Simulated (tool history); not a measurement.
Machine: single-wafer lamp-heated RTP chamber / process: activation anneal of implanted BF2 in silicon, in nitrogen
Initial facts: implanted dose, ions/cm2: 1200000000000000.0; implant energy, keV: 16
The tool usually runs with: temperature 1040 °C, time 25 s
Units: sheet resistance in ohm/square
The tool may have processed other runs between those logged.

run,day,temperature,time,wafers since the last listed run,wafers since the last pyrometer calibration,wafers since the reflector plate was cleaned,hours since the gauge calibration,"read-back reference wafer on the same gauge, sheet resistance",sheet resistance
1,0.000,1040,25,0,5142,6137,3363.3,162.62,151.06
2,2.796,1022,14,829,5971,6966,3430.4,162.45,187.95
3,5.029,1022,14,662,6634,7628,3484.0,162.49,187.37
4,7.062,1022,14,602,7237,8231,3532.8,162.46,187.88
5,10.362,1040,25,978,8215,9210,3612.0,162.38,150.27
# day 13.675: pyrometer window cleaned and pyrometer calibrated
6,14.212,1040,25,1042,159,10253,3704.4,162.28,151.20
# day 14.788: reflector plate cleaned
7,18.321,1040,25,1119,1278,1048,3803.0,162.30,150.30
8,20.317,1040,25,591,1870,1639,3850.9,162.21,150.85
9,22.433,1040,25,627,2498,2267,3901.7,162.15,150.09
10,25.729,1040,25,977,3475,3244,3980.8,162.07,150.68
11,28.638,1040,25,862,4337,4107,4050.6,162.03,149.93
12,32.679,1040,12,1198,5536,5305,4147.6,161.90,168.53
13,36.762,1040,19,1210,6747,6516,4245.6,161.99,156.98
14,38.683,1040,10,569,7316,7086,4291.7,161.88,174.39
15,42.379,1055,17,1095,8412,8182,4380.4,161.74,145.33
# day 44.496: pyrometer window cleaned and pyrometer calibrated
16,44.917,1040,37,653,124,8835,4441.3,161.91,141.21
# day 48.750: reflector plate cleaned
17,48.771,1040,25,1044,1168,6,4533.8,161.81,149.54
18,50.088,1040,25,390,1559,396,4565.4,161.71,149.71
19,51.988,1017,13,563,2122,960,4611.0,161.59,196.66
# day 55.942: gauge calibrated
20,56.146,1018,10,1233,3355,2193,4.9,165.41,211.47
21,58.121,1061,25,585,3941,2778,52.3,165.44,135.18
22,61.596,1032,12,1030,4971,3809,135.7,165.35,182.37
23,64.508,1021,19,863,5835,4672,205.6,165.33,180.73
24,67.404,1040,25,858,6694,5531,275.1,165.19,152.34
25,71.350,1040,33,1170,7864,6701,369.8,165.29,146.92
# day 74.212: pyrometer window cleaned and pyrometer calibrated
26,74.954,1049,29,969,219,7671,456.3,165.11,143.61
27,77.579,1040,25,778,997,8450,519.3,165.00,152.99
28,79.846,1026,12,672,1669,9122,573.7,165.00,190.38
# day 84.646: reflector plate cleaned
29,91.633,1021,31,3396,5066,2072,856.6,164.82,162.46
30,95.625,1067,25,1183,6250,3256,952.4,164.71,130.71
31,98.596,1019,37,880,7131,4137,1023.7,164.80,158.55
32,100.150,1070,25,460,7592,4598,1061.0,164.66,127.11
33,103.700,1069,25,1052,8644,5650,1146.2,164.55,127.52
34,105.842,1068,35,635,9279,6285,1197.6,164.50,122.40
# day 106.729: pyrometer window cleaned and pyrometer calibrated
35,109.321,1061,10,932,768,7218,1281.1,164.51,155.51

What if the next run were any one of these 5? Each begins from the tool's condition after run 35:
A,109.338,1019,25,4,773,7223,1281.5,?,?
B,109.338,1060,25,4,773,7223,1281.5,?,?
C,109.338,1048,18,4,773,7223,1281.5,?,?
D,109.338,1040,38,4,773,7223,1281.5,?,?
E,109.338,1060,13,4,773,7223,1281.5,?,?

run,"read-back reference wafer on the same gauge, sheet resistance",sheet resistance
A,164.44,171.57
B,164.44,135.85
C,164.44,152.90
D,164.44,142.20
E,164.44,149.70
Stripped of hidden state, with their random variation kept, the same runs would have yielded:
run,sheet resistance
A,172.11
B,136.28
C,153.38
D,142.65
E,150.17
